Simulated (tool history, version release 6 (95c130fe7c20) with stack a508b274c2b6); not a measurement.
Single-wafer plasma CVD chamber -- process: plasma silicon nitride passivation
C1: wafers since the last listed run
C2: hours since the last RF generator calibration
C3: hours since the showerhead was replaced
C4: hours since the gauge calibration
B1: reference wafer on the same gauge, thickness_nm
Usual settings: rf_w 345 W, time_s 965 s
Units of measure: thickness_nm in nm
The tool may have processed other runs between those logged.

{"run": 1, "hour": 0.0, "rf_w": 345, "time_s": 965, "C1": 0, "C2": 1898.8, "C3": 7567.1, "C4": 17.8, "B1": 1589.552, "thickness_nm": 1525.691}
{"run": 2, "hour": 12.1, "rf_w": 345, "time_s": 965, "C1": 33, "C2": 1910.9, "C3": 7579.2, "C4": 29.9, "B1": 1589.963, "thickness_nm": 1520.541}
{"run": 3, "hour": 29.6, "rf_w": 345, "time_s": 965, "C1": 48, "C2": 1928.4, "C3": 7596.7, "C4": 47.4, "B1": 1590.388, "thickness_nm": 1523.909}
{"run": 4, "hour": 39.6, "rf_w": 345, "time_s": 965, "C1": 27, "C2": 1938.4, "C3": 7606.7, "C4": 57.4, "B1": 1589.551, "thickness_nm": 1525.153}
{"run": 5, "hour": 50.7, "rf_w": 345, "time_s": 965, "C1": 30, "C2": 1949.5, "C3": 7617.8, "C4": 68.5, "B1": 1590.923, "thickness_nm": 1524.609}
{"run": 6, "hour": 59.6, "rf_w": 345, "time_s": 965, "C1": 24, "C2": 1958.4, "C3": 7626.7, "C4": 77.4, "B1": 1589.614, "thickness_nm": 1522.343}
{"run": 7, "hour": 72.9, "rf_w": 295, "time_s": 1080, "C1": 36, "C2": 1971.7, "C3": 7640.0, "C4": 90.7, "B1": 1589.444, "thickness_nm": 1639.35}
{"run": 8, "hour": 85.9, "rf_w": 295, "time_s": 1080, "C1": 35, "C2": 1984.7, "C3": 7653.0, "C4": 103.7, "B1": 1588.763, "thickness_nm": 1639.309}
{"hour": 94.5, "done": "RF generator calibrated"}
{"run": 9, "hour": 98.0, "rf_w": 345, "time_s": 1021, "C1": 11, "C2": 3.5, "C3": 7665.1, "C4": 115.8, "B1": 1590.187, "thickness_nm": 1610.817}
{"hour": 123.5, "done": "showerhead replaced"}
{"run": 10, "hour": 124.0, "rf_w": 345, "time_s": 1021, "C1": 49, "C2": 29.5, "C3": 0.5, "C4": 141.8, "B1": 1590.508, "thickness_nm": 1614.88}
{"run": 11, "hour": 132.6, "rf_w": 345, "time_s": 965, "C1": 23, "C2": 38.1, "C3": 9.1, "C4": 150.4, "B1": 1589.354, "thickness_nm": 1524.911}
{"run": 12, "hour": 143.3, "rf_w": 310, "time_s": 1036, "C1": 29, "C2": 48.8, "C3": 19.8, "C4": 161.1, "B1": 1590.419, "thickness_nm": 1593.665}
{"run": 13, "hour": 160.7, "rf_w": 405, "time_s": 917, "C1": 47, "C2": 66.2, "C3": 37.2, "C4": 178.5, "B1": 1589.928, "thickness_nm": 1509.166}
{"run": 14, "hour": 173.4, "rf_w": 325, "time_s": 914, "C1": 34, "C2": 78.9, "C3": 49.9, "C4": 191.2, "B1": 1590.299, "thickness_nm": 1421.031}
{"run": 15, "hour": 189.5, "rf_w": 370, "time_s": 801, "C1": 44, "C2": 95.0, "C3": 66.0, "C4": 207.3, "B1": 1591.126, "thickness_nm": 1286.604}
{"hour": 196.3, "done": "gauge calibrated"}
{"run": 16, "hour": 196.7, "rf_w": 345, "time_s": 965, "C1": 19, "C2": 102.2, "C3": 73.2, "C4": 0.4, "B1": 1589.838, "thickness_nm": 1526.585}
{"run": 17, "hour": 211.1, "rf_w": 385, "time_s": 965, "C1": 39, "C2": 116.6, "C3": 87.6, "C4": 14.8, "B1": 1589.647, "thickness_nm": 1566.649}
{"run": 18, "hour": 227.8, "rf_w": 345, "time_s": 965, "C1": 45, "C2": 133.3, "C3": 104.3, "C4": 31.5, "B1": 1589.507, "thickness_nm": 1525.638}
{"run": 19, "hour": 245.8, "rf_w": 300, "time_s": 1124, "C1": 49, "C2": 151.3, "C3": 122.3, "C4": 49.5, "B1": 1590.214, "thickness_nm": 1710.99}
{"run": 20, "hour": 259.4, "rf_w": 305, "time_s": 864, "C1": 37, "C2": 164.9, "C3": 135.9, "C4": 63.1, "B1": 1589.904, "thickness_nm": 1324.409}

4 ways to go on from here, each from the tool as it stands after run 20. What would each give?
{"run": "A", "hour": 260.1, "rf_w": 345, "time_s": 965, "C1": 1, "C2": 165.6, "C3": 136.6, "C4": 63.8, "B1": "?", "thickness_nm": "?"}
{"run": "B", "hour": 260.1, "rf_w": 375, "time_s": 1146, "C1": 1, "C2": 165.6, "C3": 136.6, "C4": 63.8, "B1": "?", "thickness_nm": "?"}
{"run": "C", "hour": 260.1, "rf_w": 280, "time_s": 965, "C1": 1, "C2": 165.6, "C3": 136.6, "C4": 63.8, "B1": "?", "thickness_nm": "?"}
{"run": "D", "hour": 260.1, "rf_w": 310, "time_s": 965, "C1": 1, "C2": 165.6, "C3": 136.6, "C4": 63.8, "B1": "?", "thickness_nm": "?"}

run=A B1=1590.714 thickness_nm=1526.116
run=B B1=1590.714 thickness_nm=1852.650
run=C B1=1590.714 thickness_nm=1445.878
run=D B1=1590.714 thickness_nm=1484.171
What these runs would have given with no unlogged condition in the tool:
run=A thickness_nm=1526.116
run=B thickness_nm=1852.650
run=C thickness_nm=1445.878
run=D thickness_nm=1484.171

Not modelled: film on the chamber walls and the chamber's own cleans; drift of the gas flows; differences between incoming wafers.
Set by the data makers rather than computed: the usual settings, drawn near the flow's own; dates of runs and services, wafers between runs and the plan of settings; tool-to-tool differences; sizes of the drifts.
